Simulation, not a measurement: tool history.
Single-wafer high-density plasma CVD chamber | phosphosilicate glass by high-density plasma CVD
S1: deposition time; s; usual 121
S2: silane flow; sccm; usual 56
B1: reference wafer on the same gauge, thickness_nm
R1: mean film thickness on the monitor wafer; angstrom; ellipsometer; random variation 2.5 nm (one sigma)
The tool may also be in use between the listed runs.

| run | hour | S1 | S2 | B1 | R1 |
|---|---|---|---|---|---|
| 1 | 0 | 121 | 56 | 621.77 | 7003.84 |
| 2 | 16.6 | 121 | 56 | 622.02 | 7006.41 |
| 3 | 27.5 | 121 | 53 | 622.187 | 6633.99 |
| 4 | 40.5 | 105 | 56 | 621.938 | 6062.64 |
| 5 | 55.3 | 127 | 54 | 621.453 | 7130.53 |
| 6 | 92.8 | 127 | 54 | 620.982 | 7116.31 |
| 7 | 108.3 | 121 | 56 | 621.896 | 7008.48 |
| 8 | 115.2 | 121 | 56 | 620.825 | 6981.31 |
| 9 | 128.4 | 121 | 56 | 621.027 | 6983.33 |
| 10 | 147.3 | 121 | 52 | 622.192 | 6550.6 |
| 11 | 164.8 | 121 | 52 | 621.71 | 6543.22 |
| 12 | 171.4 | 121 | 56 | 621.25 | 7036.94 |
| 13 | 180.5 | 121 | 56 | 621.52 | 6971.48 |
| 14 | 189.7 | 135 | 49 | 621.663 | 6934.65 |
| 15 | 206.8 | 102 | 56 | 621.763 | 5894.49 |
| 16 | 223.5 | 121 | 51 | 621.44 | 6439.72 |
|  | 237.2 | gauge calibrated |
| 17 | 237.4 | 112 | 49 | 620.668 | 5704.39 |
| 18 | 247.9 | 121 | 48 | 620.859 | 6083.74 |
|  | 264.8 | silane flow controller replaced |
| 19 | 265.3 | 121 | 45 | 622.358 | 5795.3 |
| 20 | 277.7 | 121 | 56 | 622.27 | 7007.13 |
| 21 | 283.8 | 121 | 56 | 623.06 | 7010.91 |
| 22 | 300.1 | 144 | 67 | 621.719 | 9812.21 |
| 23 | 311.3 | 141 | 60 | 621.515 | 8664.5 |
| 24 | 326.4 | 104 | 59 | 622.048 | 6326.99 |
| 25 | 343.5 | 121 | 56 | 621.959 | 7001 |
| 26 | 369.7 | 111 | 60 | 621.903 | 6800.95 |
| 27 | 380.5 | 107 | 61 | 621.19 | 6671.72 |

Forecast each of these 5 alternatives for the next run:
| A | 380.9 | 121 | 56 | ? | ? |
| B | 380.9 | 135 | 46 | ? | ? |
| C | 380.9 | 106 | 48 | ? | ? |
| D | 380.9 | 131 | 60 | ? | ? |
| E | 380.9 | 132 | 48 | ? | ? |

| run | B1 | R1 |
|---|---|---|
| A | 621.508 | 7010.39 |
| B | 621.508 | 6566.18 |
| C | 621.508 | 5352.8 |
| D | 621.508 | 8077.01 |
| E | 621.508 | 6665.75 |
Without the tool's hidden state the same runs would have given:
| run | R1 |
|---|---|
| A | 7010.39 |
| B | 6566.18 |
| C | 5352.8 |
| D | 8077.01 |
| E | 6665.75 |
